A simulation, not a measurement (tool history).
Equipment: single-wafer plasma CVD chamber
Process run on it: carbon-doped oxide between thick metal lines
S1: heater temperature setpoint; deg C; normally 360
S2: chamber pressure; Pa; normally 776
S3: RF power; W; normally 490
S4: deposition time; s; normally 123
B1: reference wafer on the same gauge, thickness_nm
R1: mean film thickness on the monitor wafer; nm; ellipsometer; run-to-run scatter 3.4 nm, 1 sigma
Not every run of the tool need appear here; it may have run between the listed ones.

run	hour	S1	S2	S3	S4	B1	R1
1	0.0	360	776	490	123	697.475	581.024
2	73.6	360	776	490	123	698.594	575.242
3	127.2	360	776	490	123	696.296	574.984
4	195.0	360	776	490	123	696.464	576.904
5	249.1	360	776	490	123	695.642	580.509
6	332.3	360	776	490	123	696.883	575.393
7	387.9	360	776	490	123	695.202	577.494
8	469.8	360	776	490	123	693.805	582.277
9	562.7	360	776	490	123	689.600	580.725
10	650.4	360	776	490	112	691.348	531.157
# hour 654.7: gauge calibrated
11	694.7	360	776	490	112	716.495	542.156
# hour 705.5: capacitance manometer re-zeroed and calibrated
# hour 707.9: showerhead replaced
12	788.5	360	776	490	112	715.251	539.289
13	871.1	360	941	490	123	712.790	604.847
14	927.4	347	644	545	104	712.897	547.302
15	1034.5	360	965	490	123	710.201	614.287
16	1132.4	360	776	490	112	708.318	541.093
# hour 1199.2: RF generator calibrated
17	1234.2	368	953	420	106	708.349	445.597
# hour 1429.7: thermocouple changed; heater temperature recalibrated
18	1437.0	367	853	520	123	706.188	611.043
19	1473.1	360	776	490	123	703.784	587.231
20	1522.4	371	969	490	123	704.135	590.629
21	1585.6	352	776	490	135	704.645	660.766
22	1677.0	368	953	420	106	702.355	443.110
23	1751.5	360	949	445	107	701.314	481.706
24	1826.8	360	776	560	123	701.361	643.450
25	1914.1	360	924	515	146	700.523	732.995

Below, some changes in R1 between adjacent runs. For each, the amount present without the hidden state too (settings, incoming material, random variation) and the amount remaining for the hidden state with gauge scatter not shared by both compared results:
Unlogged tool condition in this case: wafer temperature above the value expected at the setpoint (K); delivered RF power above the setpoint (%); true pressure above the setpoint (%); gauge reads high (%).
Run 10 -> 11: gauge calibrated. R1 +10.999 nm: hidden state +19.146, all else -8.147.
Run 17 -> 18: S1 368 -> 367, S2 953 -> 853, S3 420 -> 520, S4 106 -> 123, thermocouple changed; heater temperature recalibrated. R1 +165.446 nm: hidden state -3.734, all else +169.180.
Run 21 -> 22: S1 352 -> 368, S2 776 -> 953, S3 490 -> 420, S4 135 -> 106. R1 -217.656 nm: hidden state +2.588, all else -220.244.
Run 23 -> 24: S2 949 -> 776, S3 445 -> 560, S4 107 -> 123. R1 +161.744 nm: hidden state -3.874, all else +165.618.
